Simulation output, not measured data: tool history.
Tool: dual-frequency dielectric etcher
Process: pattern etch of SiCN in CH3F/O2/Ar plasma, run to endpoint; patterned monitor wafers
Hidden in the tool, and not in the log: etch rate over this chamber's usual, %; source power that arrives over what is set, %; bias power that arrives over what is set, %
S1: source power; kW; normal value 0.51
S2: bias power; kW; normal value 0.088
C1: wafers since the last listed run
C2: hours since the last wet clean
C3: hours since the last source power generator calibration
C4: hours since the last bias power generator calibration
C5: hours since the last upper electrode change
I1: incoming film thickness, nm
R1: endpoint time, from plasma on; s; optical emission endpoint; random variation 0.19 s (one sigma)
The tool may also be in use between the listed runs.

run 1 hour=0 | S1=0.43 S2=0.088 | C1=0 C2=208.4 C3=4615 C4=2514.7 C5=3388.4 | I1=11.82 | R1=28.3
run 2 hour=13.2 | S1=0.43 S2=0.088 | C1=235 C2=221.6 C3=4628.2 C4=2527.9 C5=3401.6 | I1=11.97 | R1=28.5
run 3 hour=20.3 | S1=0.51 S2=0.088 | C1=126 C2=228.7 C3=4635.3 C4=2535 C5=3408.7 | I1=11.77 | R1=25.1
run 4 hour=36 | S1=0.51 S2=0.088 | C1=280 C2=244.4 C3=4651 C4=2550.7 C5=3424.4 | I1=11.86 | R1=25.3
run 5 hour=52.4 | S1=0.56 S2=0.088 | C1=292 C2=260.8 C3=4667.4 C4=2567.1 C5=3440.8 | I1=11.75 | R1=23.7
run 6 hour=68.7 | S1=0.43 S2=0.102 | C1=290 C2=277.1 C3=4683.7 C4=2583.4 C5=3457.1 | I1=11.69 | R1=26.4
run 7 hour=74.9 | S1=0.51 S2=0.088 | C1=110 C2=283.3 C3=4689.9 C4=2589.6 C5=3463.3 | I1=11.84 | R1=25.4
run 8 hour=121.7 | S1=0.51 S2=0.088 | C1=834 C2=330.1 C3=4736.7 C4=2636.4 C5=3510.1 | I1=11.71 | R1=24.9
run 9 hour=136.9 | S1=0.51 S2=0.088 | C1=271 C2=345.3 C3=4751.9 C4=2651.6 C5=3525.3 | I1=11.85 | R1=25.3
run 10 hour=154 | S1=0.51 S2=0.088 | C1=304 C2=362.4 C3=4769 C4=2668.7 C5=3542.4 | I1=11.84 | R1=24.8
-- hour=197.3 wet clean of the chamber
run 11 hour=197.8 | S1=0.51 S2=0.093 | C1=353 C2=0.5 C3=4812.8 C4=2712.5 C5=3586.2 | I1=11.71 | R1=25.3
run 12 hour=198.5 | S1=0.51 S2=0.093 | C1=12 C2=1.2 C3=4813.5 C4=2713.2 C5=3586.9 | I1=11.77 | R1=25.4
run 13 hour=214 | S1=0.51 S2=0.093 | C1=276 C2=16.7 C3=4829 C4=2728.7 C5=3602.4 | I1=11.75 | R1=25.3
run 14 hour=229.3 | S1=0.51 S2=0.088 | C1=272 C2=32 C3=4844.3 C4=2744 C5=3617.7 | I1=11.8 | R1=25.7
run 15 hour=241.4 | S1=0.51 S2=0.088 | C1=215 C2=44.1 C3=4856.4 C4=2756.1 C5=3629.8 | I1=11.89 | R1=25.9
run 16 hour=254.2 | S1=0.51 S2=0.088 | C1=228 C2=56.9 C3=4869.2 C4=2768.9 C5=3642.6 | I1=11.77 | R1=26
run 17 hour=269.1 | S1=0.51 S2=0.088 | C1=265 C2=71.8 C3=4884.1 C4=2783.8 C5=3657.5 | I1=11.83 | R1=25.7
-- hour=275.6 source power generator calibrated
-- hour=306.7 upper electrode replaced
run 18 hour=307.2 | S1=0.4 S2=0.103 | C1=180 C2=109.9 C3=31.6 C4=2821.9 C5=0.5 | I1=11.88 | R1=28.3
-- hour=324.5 bias power generator calibrated
run 19 hour=334 | S1=0.38 S2=0.088 | C1=406 C2=136.7 C3=58.4 C4=9.5 C5=27.3 | I1=11.71 | R1=31.3
run 20 hour=340 | S1=0.51 S2=0.088 | C1=107 C2=142.7 C3=64.4 C4=15.5 C5=33.3 | I1=11.78 | R1=25.3
run 21 hour=346.2 | S1=0.64 S2=0.105 | C1=110 C2=148.9 C3=70.6 C4=21.7 C5=39.5 | I1=11.85 | R1=21.1
run 22 hour=361.8 | S1=0.51 S2=0.104 | C1=278 C2=164.5 C3=86.2 C4=37.3 C5=55.1 | I1=11.74 | R1=23.6
run 23 hour=371.6 | S1=0.47 S2=0.102 | C1=174 C2=174.3 C3=96 C4=47.1 C5=64.9 | I1=11.68 | R1=24.9
run 24 hour=385.8 | S1=0.51 S2=0.088 | C1=253 C2=188.5 C3=110.2 C4=61.3 C5=79.1 | I1=11.7 | R1=25.2
run 25 hour=399.3 | S1=0.51 S2=0.088 | C1=240 C2=202 C3=123.7 C4=74.8 C5=92.6 | I1=11.76 | R1=25.3
run 26 hour=409.4 | S1=0.46 S2=0.088 | C1=180 C2=212.1 C3=133.8 C4=84.9 C5=102.7 | I1=11.68 | R1=26.8
run 27 hour=425.7 | S1=0.51 S2=0.088 | C1=290 C2=228.4 C3=150.1 C4=101.2 C5=119 | I1=11.82 | R1=25.4
run 28 hour=438.9 | S1=0.45 S2=0.069 | C1=235 C2=241.6 C3=163.3 C4=114.4 C5=132.2 | I1=11.69 | R1=30.2
run 29 hour=456.4 | S1=0.48 S2=0.088 | C1=312 C2=259.1 C3=180.8 C4=131.9 C5=149.7 | I1=11.85 | R1=26.4
run 30 hour=466.3 | S1=0.63 S2=0.075 | C1=176 C2=269 C3=190.7 C4=141.8 C5=159.6 | I1=11.78 | R1=24.1
run 31 hour=478.6 | S1=0.51 S2=0.088 | C1=219 C2=281.3 C3=203 C4=154.1 C5=171.9 | I1=11.93 | R1=25.5
run 32 hour=486.3 | S1=0.45 S2=0.098 | C1=137 C2=289 C3=210.7 C4=161.8 C5=179.6 | I1=11.79 | R1=26.1
run 33 hour=501.3 | S1=0.58 S2=0.079 | C1=267 C2=304 C3=225.7 C4=176.8 C5=194.6 | I1=11.84 | R1=24.2
run 34 hour=509.6 | S1=0.56 S2=0.066 | C1=148 C2=312.3 C3=234 C4=185.1 C5=202.9 | I1=11.65 | R1=26.2
run 35 hour=518.3 | S1=0.51 S2=0.096 | C1=155 C2=321 C3=242.7 C4=193.8 C5=211.6 | I1=11.8 | R1=24.4
run 36 hour=525.2 | S1=0.43 S2=0.104 | C1=123 C2=327.9 C3=249.6 C4=200.7 C5=218.5 | I1=11.99 | R1=26.7

3 options for the next run, each taken on its own from the tool as it stands now. Forecast them:
run A hour=525.6 | S1=0.6 S2=0.088 | C1=7 C2=328.3 C3=250 C4=201.1 C5=218.9 | I1=11.75 | R1=?
run B hour=525.6 | S1=0.55 S2=0.101 | C1=7 C2=328.3 C3=250 C4=201.1 C5=218.9 | I1=11.75 | R1=?
run C hour=525.6 | S1=0.58 S2=0.097 | C1=7 C2=328.3 C3=250 C4=201.1 C5=218.9 | I1=11.75 | R1=?

run=A R1=22.4
run=B R1=22.3
run=C R1=22
Take away the tool's hidden state, keep each run's random variation, and the runs would have read:
run=A R1=23.3
run=B R1=23.2
run=C R1=22.8

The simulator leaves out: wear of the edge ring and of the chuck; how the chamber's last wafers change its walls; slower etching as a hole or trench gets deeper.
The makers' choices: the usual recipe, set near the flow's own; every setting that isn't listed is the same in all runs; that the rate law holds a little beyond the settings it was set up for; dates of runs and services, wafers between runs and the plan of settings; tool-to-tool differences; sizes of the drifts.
